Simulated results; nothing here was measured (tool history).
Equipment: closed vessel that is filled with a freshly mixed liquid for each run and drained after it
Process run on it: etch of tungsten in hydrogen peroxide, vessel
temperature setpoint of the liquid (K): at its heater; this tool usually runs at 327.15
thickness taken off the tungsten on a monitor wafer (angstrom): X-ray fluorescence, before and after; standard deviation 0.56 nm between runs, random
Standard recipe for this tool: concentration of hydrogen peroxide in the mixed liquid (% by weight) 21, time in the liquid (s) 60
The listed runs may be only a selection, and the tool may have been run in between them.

run	hour	temperature setpoint of the liquid (K)	concentration of hydrogen peroxide in the mixed liquid (% by weight)	time in the liquid (s)	read-back film thickness of the tungsten reference wafer, read on the same gauge (nm)	thickness taken off the tungsten on a monitor wafer (angstrom)
1	0	327.15	21	60	83.12	588.4
2	39.3	327.15	21	60	82.98	575
3	88.5	327.15	21	60	82.82	576.5
4	139.3	324.65	21	60	82.71	492.4
5	190.5	327.15	21	60	82.49	577.8
6	232.1	327.15	21	60	82.38	571.6
# hour 249.2: thermometer replaced
7	275.3	327.15	21	60	82.28	566.8
# hour 342: new drum of peroxide connected
# hour 357.7: gauge calibrated
8	359.6	334.65	21	60	90.17	970
9	439.7	334.65	21	60	89.99	973.8
10	517.2	334.65	21	60	89.72	954.3
11	581.8	327.15	21	60	89.59	618.4
# hour 651.3: peroxide flow meter replaced
12	660.6	327.15	18	90	89.28	850
13	724.8	317.65	21	60	89.09	352.9
14	806.2	336.65	23.5	90	88.84	1710.5
15	897.2	336.65	21	90	88.56	1596.7
16	992.1	331.65	15	40	88.32	451.9
17	1056.9	334.65	21	60	88.12	960.8
18	1138.1	330.65	18	50	87.83	576.9
19	1218.8	334.65	16.5	30	87.62	420.1
20	1310.3	330.65	19	30	87.32	358.3
21	1349.5	336.15	18	40	87.19	632.4
# hour 1387.7: new drum of peroxide connected
22	1402.4	335.15	15.5	50	87.08	688
23	1479.4	327.15	21	60	86.8	603.3
24	1538.6	331.15	18.5	85	86.69	1012.5
25	1643.2	327.15	21	35	86.28	350.7
26	1710.3	327.15	18	30	86.11	276.5
27	1808.6	327.15	27.5	60	85.82	686.4
28	1903.7	327.15	21	60	85.5	589.8
29	1951.7	327.15	21	60	85.4	590.8
30	2030.3	336.15	18	60	85.15	924.1
31	2101.6	317.15	18.5	80	84.93	406.8

Below are 3 alternative next runs, each starting from the tool's condition after run 31. Predict each:
A	2102.3	327.15	21	70	?	?
B	2102.3	327.15	21	75	?	?
C	2102.3	331.15	15.5	90	?	?

run	read-back film thickness of the tungsten reference wafer, read on the same gauge (nm)	thickness taken off the tungsten on a monitor wafer (angstrom)
A	84.93	687.4
B	84.93	736.5
C	84.93	961
With no hidden state in the tool, these same runs would have given:
run	thickness taken off the tungsten on a monitor wafer (angstrom)
A	728.4
B	780.4
C	1018.3

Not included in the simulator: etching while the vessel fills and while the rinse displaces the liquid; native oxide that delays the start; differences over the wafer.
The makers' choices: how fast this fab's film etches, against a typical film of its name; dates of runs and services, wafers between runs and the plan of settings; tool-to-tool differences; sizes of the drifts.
